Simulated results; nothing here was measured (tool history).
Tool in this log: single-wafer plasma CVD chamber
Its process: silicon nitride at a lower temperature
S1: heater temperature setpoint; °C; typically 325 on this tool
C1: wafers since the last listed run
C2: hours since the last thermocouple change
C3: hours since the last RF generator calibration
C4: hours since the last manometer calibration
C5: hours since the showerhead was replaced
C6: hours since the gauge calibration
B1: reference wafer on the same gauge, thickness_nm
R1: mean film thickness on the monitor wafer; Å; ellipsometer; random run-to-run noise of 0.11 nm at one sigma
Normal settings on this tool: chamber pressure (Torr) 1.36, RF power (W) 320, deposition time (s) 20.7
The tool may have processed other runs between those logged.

run 1 hour=0.0 | S1=325 chamber_pressure_(Torr)=1.36 RF_power_(W)=320 deposition_time_(s)=20.7 | C1=0 C2=943.5 C3=541.2 C4=2236.1 C5=3344.5 C6=29.1 | B1=21.362 | R1=209.40
run 2 hour=27.7 | S1=325 chamber_pressure_(Torr)=1.46 RF_power_(W)=300 deposition_time_(s)=20.7 | C1=664 C2=971.2 C3=568.9 C4=2263.8 C5=3372.2 C6=56.8 | B1=21.327 | R1=200.59
run 3 hour=62.2 | S1=325 chamber_pressure_(Torr)=1.46 RF_power_(W)=300 deposition_time_(s)=20.7 | C1=827 C2=1005.7 C3=603.4 C4=2298.3 C5=3406.7 C6=91.3 | B1=21.277 | R1=196.68
run 4 hour=98.2 | S1=325 chamber_pressure_(Torr)=1.36 RF_power_(W)=320 deposition_time_(s)=22.0 | C1=863 C2=1041.7 C3=639.4 C4=2334.3 C5=3442.7 C6=127.3 | B1=21.243 | R1=220.51
run 5 hour=143.9 | S1=325 chamber_pressure_(Torr)=1.36 RF_power_(W)=320 deposition_time_(s)=22.0 | C1=1096 C2=1087.4 C3=685.1 C4=2380.0 C5=3488.4 C6=173.0 | B1=21.173 | R1=220.73
run 6 hour=181.1 | S1=317 chamber_pressure_(Torr)=1.13 RF_power_(W)=355 deposition_time_(s)=20.7 | C1=892 C2=1124.6 C3=722.3 C4=2417.2 C5=3525.6 C6=210.2 | B1=21.126 | R1=214.63
run 7 hour=251.9 | S1=325 chamber_pressure_(Torr)=1.27 RF_power_(W)=320 deposition_time_(s)=20.7 | C1=1698 C2=1195.4 C3=793.1 C4=2488.0 C5=3596.4 C6=281.0 | B1=21.010 | R1=201.65
run 8 hour=301.4 | S1=325 chamber_pressure_(Torr)=1.36 RF_power_(W)=365 deposition_time_(s)=20.7 | C1=1187 C2=1244.9 C3=842.6 C4=2537.5 C5=3645.9 C6=330.5 | B1=21.000 | R1=232.09
run 9 hour=350.0 | S1=325 chamber_pressure_(Torr)=1.36 RF_power_(W)=385 deposition_time_(s)=20.7 | C1=1165 C2=1293.5 C3=891.2 C4=2586.1 C5=3694.5 C6=379.1 | B1=20.921 | R1=239.85
run 10 hour=398.4 | S1=325 chamber_pressure_(Torr)=1.36 RF_power_(W)=320 deposition_time_(s)=20.7 | C1=1161 C2=1341.9 C3=939.6 C4=2634.5 C5=3742.9 C6=427.5 | B1=20.899 | R1=204.57
run 11 hour=433.5 | S1=315 chamber_pressure_(Torr)=1.36 RF_power_(W)=320 deposition_time_(s)=20.7 | C1=841 C2=1377.0 C3=974.7 C4=2669.6 C5=3778.0 C6=462.6 | B1=20.848 | R1=204.86
-- hour=456.4 capacitance manometer re-zeroed and calibrated
run 12 hour=505.3 | S1=338 chamber_pressure_(Torr)=1.36 RF_power_(W)=350 deposition_time_(s)=20.7 | C1=1530 C2=1448.8 C3=1046.5 C4=48.9 C5=3849.8 C6=534.4 | B1=20.823 | R1=219.48
-- hour=566.8 thermocouple changed; heater temperature recalibrated
run 13 hour=575.5 | S1=325 chamber_pressure_(Torr)=1.36 RF_power_(W)=370 deposition_time_(s)=20.7 | C1=1492 C2=8.7 C3=1116.7 C4=119.1 C5=3920.0 C6=604.6 | B1=20.789 | R1=230.85
-- hour=615.3 RF generator calibrated
run 14 hour=637.0 | S1=325 chamber_pressure_(Torr)=1.36 RF_power_(W)=320 deposition_time_(s)=20.7 | C1=1283 C2=70.2 C3=21.7 C4=180.6 C5=3981.5 C6=666.1 | B1=20.769 | R1=201.58
run 15 hour=706.6 | S1=325 chamber_pressure_(Torr)=1.62 RF_power_(W)=320 deposition_time_(s)=20.7 | C1=1669 C2=139.8 C3=91.3 C4=250.2 C5=4051.1 C6=735.7 | B1=20.754 | R1=214.65
run 16 hour=734.5 | S1=325 chamber_pressure_(Torr)=1.36 RF_power_(W)=295 deposition_time_(s)=20.7 | C1=669 C2=167.7 C3=119.2 C4=278.1 C5=4079.0 C6=763.6 | B1=20.709 | R1=188.40
-- hour=753.2 showerhead replaced
run 17 hour=762.3 | S1=325 chamber_pressure_(Torr)=1.03 RF_power_(W)=320 deposition_time_(s)=20.7 | C1=474 C2=195.5 C3=147.0 C4=305.9 C5=9.1 C6=791.4 | B1=20.761 | R1=183.26
run 18 hour=803.1 | S1=325 chamber_pressure_(Torr)=1.36 RF_power_(W)=320 deposition_time_(s)=20.7 | C1=978 C2=236.3 C3=187.8 C4=346.7 C5=49.9 C6=832.2 | B1=20.738 | R1=203.38
run 19 hour=852.0 | S1=325 chamber_pressure_(Torr)=1.36 RF_power_(W)=255 deposition_time_(s)=20.7 | C1=1173 C2=285.2 C3=236.7 C4=395.6 C5=98.8 C6=881.1 | B1=20.737 | R1=158.68
run 20 hour=892.6 | S1=325 chamber_pressure_(Torr)=1.36 RF_power_(W)=320 deposition_time_(s)=22.1 | C1=973 C2=325.8 C3=277.3 C4=436.2 C5=139.4 C6=921.7 | B1=20.659 | R1=216.19
run 21 hour=963.7 | S1=325 chamber_pressure_(Torr)=1.69 RF_power_(W)=355 deposition_time_(s)=16.9 | C1=1705 C2=396.9 C3=348.4 C4=507.3 C5=210.5 C6=992.8 | B1=20.678 | R1=191.42
run 22 hour=988.6 | S1=325 chamber_pressure_(Torr)=1.36 RF_power_(W)=320 deposition_time_(s)=20.7 | C1=597 C2=421.8 C3=373.3 C4=532.2 C5=235.4 C6=1017.7 | B1=20.686 | R1=201.47
run 23 hour=1014.9 | S1=318 chamber_pressure_(Torr)=1.36 RF_power_(W)=340 deposition_time_(s)=18.4 | C1=630 C2=448.1 C3=399.6 C4=558.5 C5=261.7 C6=1044.0 | B1=20.656 | R1=188.56
run 24 hour=1079.2 | S1=313 chamber_pressure_(Torr)=1.55 RF_power_(W)=260 deposition_time_(s)=20.7 | C1=1542 C2=512.4 C3=463.9 C4=622.8 C5=326.0 C6=1108.3 | B1=20.636 | R1=168.86
run 25 hour=1105.0 | S1=325 chamber_pressure_(Torr)=1.36 RF_power_(W)=320 deposition_time_(s)=23.7 | C1=618 C2=538.2 C3=489.7 C4=648.6 C5=351.8 C6=1134.1 | B1=20.657 | R1=230.10
-- hour=1114.4 gauge calibrated
run 26 hour=1174.0 | S1=325 chamber_pressure_(Torr)=1.23 RF_power_(W)=365 deposition_time_(s)=18.2 | C1=1655 C2=607.2 C3=558.7 C4=717.6 C5=420.8 C6=59.6 | B1=21.258 | R1=199.24
run 27 hour=1236.6 | S1=325 chamber_pressure_(Torr)=1.36 RF_power_(W)=320 deposition_time_(s)=20.7 | C1=1501 C2=669.8 C3=621.3 C4=780.2 C5=483.4 C6=122.2 | B1=21.120 | R1=206.30

Alternative continuations, all from the tool just after run 27; predict every row:
run A hour=1237.0 | S1=325 chamber_pressure_(Torr)=1.36 RF_power_(W)=320 deposition_time_(s)=20.7 | C1=9 C2=670.2 C3=621.7 C4=780.6 C5=483.8 C6=122.6 | B1=? | R1=?
run B hour=1237.0 | S1=325 chamber_pressure_(Torr)=1.36 RF_power_(W)=375 deposition_time_(s)=18.6 | C1=9 C2=670.2 C3=621.7 C4=780.6 C5=483.8 C6=122.6 | B1=? | R1=?
run C hour=1237.0 | S1=340 chamber_pressure_(Torr)=1.36 RF_power_(W)=320 deposition_time_(s)=20.7 | C1=9 C2=670.2 C3=621.7 C4=780.6 C5=483.8 C6=122.6 | B1=? | R1=?
run D hour=1237.0 | S1=316 chamber_pressure_(Torr)=1.65 RF_power_(W)=340 deposition_time_(s)=22.1 | C1=9 C2=670.2 C3=621.7 C4=780.6 C5=483.8 C6=122.6 | B1=? | R1=?
run E hour=1237.0 | S1=325 chamber_pressure_(Torr)=1.63 RF_power_(W)=345 deposition_time_(s)=19.0 | C1=9 C2=670.2 C3=621.7 C4=780.6 C5=483.8 C6=122.6 | B1=? | R1=?

run=A B1=21.171 R1=206.28
run=B B1=21.171 R1=213.83
run=C B1=21.171 R1=205.32
run=D B1=21.171 R1=248.01
run=E B1=21.171 R1=214.77
Without the tool's unlogged condition, the same runs would have read:
run=A R1=208.71
run=B R1=216.35
run=C R1=207.73
run=D R1=250.93
run=E R1=217.29
